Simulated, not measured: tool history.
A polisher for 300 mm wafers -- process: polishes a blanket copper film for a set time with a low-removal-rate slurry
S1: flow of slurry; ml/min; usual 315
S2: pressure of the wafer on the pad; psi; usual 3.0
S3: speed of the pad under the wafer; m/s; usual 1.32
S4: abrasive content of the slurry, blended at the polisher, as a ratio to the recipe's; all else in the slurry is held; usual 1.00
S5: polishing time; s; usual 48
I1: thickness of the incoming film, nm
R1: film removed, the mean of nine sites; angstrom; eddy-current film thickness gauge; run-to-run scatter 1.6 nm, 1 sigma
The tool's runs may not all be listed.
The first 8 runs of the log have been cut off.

run    hour   S1   S2    S3    S4  S5      I1    R1
      409.5  -- slurry blender recalibrated
  9   445.9  315  3.0  1.32  1.00  48   998.6  1885
 10   480.2  315  3.0  1.32  1.00  48  1010.8  1885
 11   543.3  315  3.0  1.32  1.00  48  1012.6  1938
 12   590.7  315  3.0  1.32  1.00  48  1000.0  1871
      628.4  -- worn pad replaced by a new one
 13   650.0  315  3.7  1.32  1.00  48   992.5  2352
      691.5  -- slurry blender recalibrated
 14   694.0  315  3.7  1.32  1.00  48   996.4  2341
      717.1  -- head pressure recalibrated
      759.0  -- slurry nozzle cleaned
 15   759.5  315  3.0  1.32  1.00  48   988.7  1871
 16   815.9  315  3.0  1.32  1.00  48   989.5  1911
 17   919.0  365  3.5  1.32  0.70  65   994.5  2895
 18   955.7  315  3.0  1.44  1.00  48  1013.8  2056
      967.3  -- worn pad replaced by a new one
      991.6  -- slurry blender recalibrated
 19   994.7  365  3.5  1.32  0.70  65  1005.3  2895
 20  1043.7  315  3.0  1.64  1.00  36   997.5  1721
 21  1115.0  315  3.0  1.32  1.00  48  1001.1  1911
     1122.3  -- head pressure recalibrated
 22  1182.5  315  3.0  1.32  0.85  48   992.4  1864
 23  1229.9  315  3.0  1.32  1.00  48  1004.6  1904
 24  1264.7  210  3.0  0.96  1.20  48   999.6  1405
     1288.0  -- slurry nozzle cleaned
     1306.4  -- worn pad replaced by a new one
     1310.2  -- slurry blender recalibrated
 25  1326.5  315  3.0  1.32  1.00  38   987.3  1471
 26  1377.0  315  3.0  1.74  0.85  48  1011.8  2383
 27  1410.9  315  3.0  0.88  1.00  48  1000.1  1318
 28  1469.2  315  3.0  1.32  1.00  48   995.9  1891
     1518.3  -- head pressure recalibrated
 29  1525.4  285  3.9  1.32  1.00  48  1003.7  2465
 30  1561.1  315  4.0  1.32  1.00  48   991.2  2508
     1616.0  -- worn pad replaced by a new one
 31  1628.2  315  3.0  1.32  1.10  48   995.8  1916

Forecast each of these 3 alternatives for the next run:
  A  1628.6  395  3.0  1.32  1.00  48  1013.0   ?
  B  1628.6  315  3.8  1.32  1.00  34  1013.0   ?
  C  1628.6  350  3.0  1.32  1.00  48  1013.0   ?

run    R1
  A  1938
  B  1710
  C  1922
The same runs, with their run-to-run variation unchanged, on a tool lacking any hidden condition would have given:
run    R1
  A  1938
  B  1710
  C  1922
